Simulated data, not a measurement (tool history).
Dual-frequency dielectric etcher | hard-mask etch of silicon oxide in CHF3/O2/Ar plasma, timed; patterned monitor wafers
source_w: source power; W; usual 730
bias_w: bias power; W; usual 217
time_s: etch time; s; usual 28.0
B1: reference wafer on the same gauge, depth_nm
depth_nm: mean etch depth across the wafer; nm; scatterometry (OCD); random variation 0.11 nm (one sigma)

{"run": 1, "hour": 0.0, "source_w": 730, "bias_w": 217, "time_s": 28.0, "B1": 83.8, "depth_nm": 73.0}
{"run": 2, "hour": 8.9, "source_w": 730, "bias_w": 217, "time_s": 28.0, "B1": 83.8, "depth_nm": 73.0}
{"run": 3, "hour": 22.9, "source_w": 640, "bias_w": 217, "time_s": 28.0, "B1": 83.8, "depth_nm": 70.5}
{"run": 4, "hour": 28.9, "source_w": 690, "bias_w": 217, "time_s": 28.0, "B1": 83.7, "depth_nm": 72.1}
{"run": 5, "hour": 46.2, "source_w": 690, "bias_w": 217, "time_s": 28.0, "B1": 83.8, "depth_nm": 72.0}
{"hour": 54.4, "done": "source power generator calibrated"}
{"run": 6, "hour": 54.9, "source_w": 690, "bias_w": 217, "time_s": 28.0, "B1": 83.8, "depth_nm": 72.1}
{"hour": 84.8, "done": "upper electrode replaced"}
{"run": 7, "hour": 85.3, "source_w": 730, "bias_w": 217, "time_s": 28.0, "B1": 83.8, "depth_nm": 73.3}
{"run": 8, "hour": 85.6, "source_w": 730, "bias_w": 217, "time_s": 28.0, "B1": 83.8, "depth_nm": 73.4}
{"run": 9, "hour": 86.2, "source_w": 730, "bias_w": 217, "time_s": 28.0, "B1": 83.8, "depth_nm": 73.3}
{"run": 10, "hour": 94.7, "source_w": 570, "bias_w": 217, "time_s": 28.0, "B1": 83.8, "depth_nm": 68.4}
{"run": 11, "hour": 103.2, "source_w": 880, "bias_w": 233, "time_s": 31.5, "B1": 83.9, "depth_nm": 88.7}
{"run": 12, "hour": 113.4, "source_w": 580, "bias_w": 217, "time_s": 28.0, "B1": 83.8, "depth_nm": 68.7}
{"run": 13, "hour": 120.2, "source_w": 730, "bias_w": 217, "time_s": 28.0, "B1": 83.8, "depth_nm": 73.4}
{"run": 14, "hour": 129.6, "source_w": 670, "bias_w": 217, "time_s": 28.0, "B1": 83.8, "depth_nm": 71.8}
{"run": 15, "hour": 142.0, "source_w": 730, "bias_w": 217, "time_s": 28.0, "B1": 83.8, "depth_nm": 73.5}
{"run": 16, "hour": 152.8, "source_w": 890, "bias_w": 268, "time_s": 28.0, "B1": 83.8, "depth_nm": 82.3}
{"hour": 163.8, "done": "gauge calibrated"}
{"run": 17, "hour": 165.9, "source_w": 730, "bias_w": 194, "time_s": 28.0, "B1": 83.7, "depth_nm": 71.6}
{"run": 18, "hour": 182.5, "source_w": 730, "bias_w": 252, "time_s": 21.0, "B1": 83.8, "depth_nm": 57.4}
{"run": 19, "hour": 189.1, "source_w": 730, "bias_w": 217, "time_s": 28.0, "B1": 83.8, "depth_nm": 73.6}
{"run": 20, "hour": 197.3, "source_w": 900, "bias_w": 192, "time_s": 24.0, "B1": 83.8, "depth_nm": 65.1}
{"run": 21, "hour": 212.1, "source_w": 730, "bias_w": 217, "time_s": 28.0, "B1": 83.8, "depth_nm": 73.9}
{"run": 22, "hour": 222.7, "source_w": 610, "bias_w": 239, "time_s": 23.5, "B1": 83.8, "depth_nm": 60.2}
{"run": 23, "hour": 236.4, "source_w": 860, "bias_w": 255, "time_s": 23.5, "B1": 83.8, "depth_nm": 67.6}
{"run": 24, "hour": 257.1, "source_w": 730, "bias_w": 217, "time_s": 34.5, "B1": 83.8, "depth_nm": 91.1}
{"run": 25, "hour": 265.4, "source_w": 820, "bias_w": 202, "time_s": 28.0, "B1": 83.8, "depth_nm": 75.0}
{"run": 26, "hour": 293.9, "source_w": 850, "bias_w": 258, "time_s": 36.0, "B1": 83.8, "depth_nm": 103.9}
{"run": 27, "hour": 302.9, "source_w": 590, "bias_w": 261, "time_s": 35.0, "B1": 83.8, "depth_nm": 91.5}
{"run": 28, "hour": 317.8, "source_w": 800, "bias_w": 188, "time_s": 25.0, "B1": 83.8, "depth_nm": 65.3}
{"run": 29, "hour": 327.2, "source_w": 630, "bias_w": 217, "time_s": 28.0, "B1": 83.8, "depth_nm": 71.1}
{"hour": 353.2, "done": "wet clean of the chamber"}
{"run": 30, "hour": 353.7, "source_w": 730, "bias_w": 262, "time_s": 28.0, "B1": 83.8, "depth_nm": 77.2}
{"run": 31, "hour": 356.6, "source_w": 840, "bias_w": 217, "time_s": 28.0, "B1": 83.9, "depth_nm": 76.2}

Hidden state or all else? Some run-to-run changes of depth_nm, split into what the settings, what came in and random variation would give without the hidden state, and what is left for the hidden state (with any gauge scatter that isn't in both results):
The hidden state here: etch rate over this chamber's usual, %; source power that arrives over what is set, %; bias power that arrives over what is set, %; gauge reads high (%).
Run 23 -> 24: source_w 860 -> 730, bias_w 255 -> 217, time_s 23.5 -> 34.5. depth_nm +23.5 nm: hidden state +0.3, all else +23.2.
Run 25 -> 26: source_w 820 -> 850, bias_w 202 -> 258, time_s 28.0 -> 36.0. depth_nm +28.9 nm: hidden state +0.3, all else +28.6.
Run 27 -> 28: source_w 590 -> 800, bias_w 261 -> 188, time_s 35.0 -> 25.0. depth_nm -26.2 nm: hidden state -0.3, all else -25.9.
Run 29 -> 30: source_w 630 -> 730, bias_w 217 -> 262, wet clean of the chamber. depth_nm +6.1 nm: hidden state -0.8, all else +6.9.

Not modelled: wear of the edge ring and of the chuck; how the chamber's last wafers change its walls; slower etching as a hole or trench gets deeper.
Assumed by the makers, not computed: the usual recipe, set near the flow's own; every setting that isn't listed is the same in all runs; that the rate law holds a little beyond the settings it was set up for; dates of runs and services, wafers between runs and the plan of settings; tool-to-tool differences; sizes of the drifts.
